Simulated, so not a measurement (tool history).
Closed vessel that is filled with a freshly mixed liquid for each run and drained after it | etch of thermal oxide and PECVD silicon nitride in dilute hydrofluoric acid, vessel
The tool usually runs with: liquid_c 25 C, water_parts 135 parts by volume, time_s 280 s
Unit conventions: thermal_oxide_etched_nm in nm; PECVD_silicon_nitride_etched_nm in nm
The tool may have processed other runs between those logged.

run   hour  liquid_c  water_parts  time_s  wafers since the last listed run  hours since the thermometer was replaced  hours since the hydrofluoric acid flow meter was replaced  hours since the gauge calibration  read-back film thickness of the thermal oxide reference wafer, read on the same gauge (nm)  read-back film thickness of the PECVD silicon nitride reference wafer, read on the same gauge (nm)  thermal_oxide_etched_nm  PECVD_silicon_nitride_etched_nm
  1      0        24          135     280                                 0                                    1120.7                                                     2096.6                              140.3                                                                                          70                                                                                              100.01                     9.17                             9.09
  2    6.9        25          135     280                               606                                    1127.6                                                     2103.5                              147.2                                                                                          70                                                                                              100.01                     9.53                             9.74
  3   17.7        25          135     280                               948                                    1138.4                                                     2114.3                                158                                                                                       69.99                                                                                               99.98                      9.6                             9.73
  4   30.5        25          135     280                              1124                                    1151.2                                                     2127.1                              170.8                                                                                       69.98                                                                                               99.96                     9.59                             9.75
  5   40.4        25          135     280                               869                                    1161.1                                                       2137                              180.7                                                                                          70                                                                                                 100                     9.48                             9.78
  6   53.2        25          135     280                              1124                                    1173.9                                                     2149.8                              193.5                                                                                       70.02                                                                                               99.99                     9.54                             9.68
  7   67.7        25          135     280                              1273                                    1188.4                                                     2164.3                                208                                                                                          70                                                                                              100.05                     9.51                             9.69
  8   82.5        25          135     280                              1299                                    1203.2                                                     2179.1                              222.8                                                                                       69.99                                                                                               99.98                     9.45                             9.66
  9     97      21.5          135     280                              1273                                    1217.7                                                     2193.6                              237.3                                                                                       70.02                                                                                               99.98                     8.32                             7.72
 10  111.2      21.5          135     280                              1247                                    1231.9                                                     2207.8                              251.5                                                                                       69.97                                                                                               99.99                     8.34                             7.72
 11  123.2      21.5          135     280                              1054                                    1243.9                                                     2219.8                              263.5                                                                                       69.99                                                                                               99.97                     8.25                             7.75
     124.7  -- gauge calibrated
 12  131.7        25           95     280                               746                                    1252.4                                                     2228.3                                  7                                                                                       69.98                                                                                                 100                    14.09                            13.74
 13  139.7        25           95     135                               702                                    1260.4                                                     2236.3                                 15                                                                                       70.02                                                                                              100.01                     6.83                             6.58
 14    156        25          135     280                              1431                                    1276.7                                                     2252.6                               31.3                                                                                          70                                                                                                 100                     9.51                             9.64
 15  163.7        25          110     280                               676                                    1284.4                                                     2260.3                                 39                                                                                          70                                                                                              100.02                       12                            11.77
     172.9  -- hydrofluoric acid flow meter replaced
 16  180.5      29.5          155     170                              1387                                    1301.2                                                        7.6                               55.8                                                                                       70.02                                                                                               99.98                     6.46                             7.48
 17  189.3      20.5          135     390                               772                                      1310                                                       16.4                               64.6                                                                                       69.99                                                                                               99.98                    12.36                            10.99
 18  198.2        25          135     280                               781                                    1318.9                                                       25.3                               73.5                                                                                          70                                                                                               99.99                    10.58                            10.62
 19  214.5        25          195     150                              1431                                    1335.2                                                       41.6                               89.8                                                                                          70                                                                                               99.98                     3.66                             3.98
 20  231.4        23           95     165                              1484                                    1352.1                                                       58.5                              106.7                                                                                       70.01                                                                                               99.98                     8.73                             7.81
     232.7  -- thermometer replaced
 21  247.8        21          155     155                              1352                                      15.1                                                       74.9                              123.1                                                                                       70.01                                                                                              100.03                     4.27                             3.96
 22  257.8        24          135     280                               878                                      25.1                                                       84.9                              133.1                                                                                       69.99                                                                                              100.02                    10.13                             9.97
 23  275.6        25          135     280                              1563                                      42.9                                                      102.7                              150.9                                                                                       69.99                                                                                               99.95                    10.57                             10.7
 24  286.3      22.5          155     280                               939                                      53.6                                                      113.4                              161.6                                                                                          70                                                                                               99.97                     8.18                              7.9
 25  300.8        23           95     130                              1273                                      68.1                                                      127.9                              176.1                                                                                       70.01                                                                                              100.02                     6.76                             6.11
 26    311        24          135     280                               895                                      78.3                                                      138.1                              186.3                                                                                       70.02                                                                                               99.97                    10.15                             9.99

Predict each of these 4 candidate next runs independently; none follows another, all start after run 26:
  A  311.7        25          135     280                                61                                        79                                                      138.8                                187                                                                                           ?                                                                                                   ?                        ?                                ?
  B  311.7      26.5           65     280                                61                                        79                                                      138.8                                187                                                                                           ?                                                                                                   ?                        ?                                ?
  C  311.7      23.5          135     410                                61                                        79                                                      138.8                                187                                                                                           ?                                                                                                   ?                        ?                                ?
  D  311.7        25          135     445                                61                                        79                                                      138.8                                187                                                                                           ?                                                                                                   ?                        ?                                ?

run  read-back film thickness of the thermal oxide reference wafer, read on the same gauge (nm)  read-back film thickness of the PECVD silicon nitride reference wafer, read on the same gauge (nm)  thermal_oxide_etched_nm  PECVD_silicon_nitride_etched_nm
  A                                                                                          70                                                                                              100.01                    10.54                            10.54
  B                                                                                          70                                                                                              100.01                    25.45                            23.98
  C                                                                                          70                                                                                              100.01                    14.57                               14
  D                                                                                          70                                                                                              100.01                    16.75                            16.74
With no hidden state in the tool, these same runs would have given:
run  thermal_oxide_etched_nm  PECVD_silicon_nitride_etched_nm
  A                    10.92                            10.86
  B                     26.3                             24.7
  C                    15.09                            14.42
  D                    17.35                            17.25

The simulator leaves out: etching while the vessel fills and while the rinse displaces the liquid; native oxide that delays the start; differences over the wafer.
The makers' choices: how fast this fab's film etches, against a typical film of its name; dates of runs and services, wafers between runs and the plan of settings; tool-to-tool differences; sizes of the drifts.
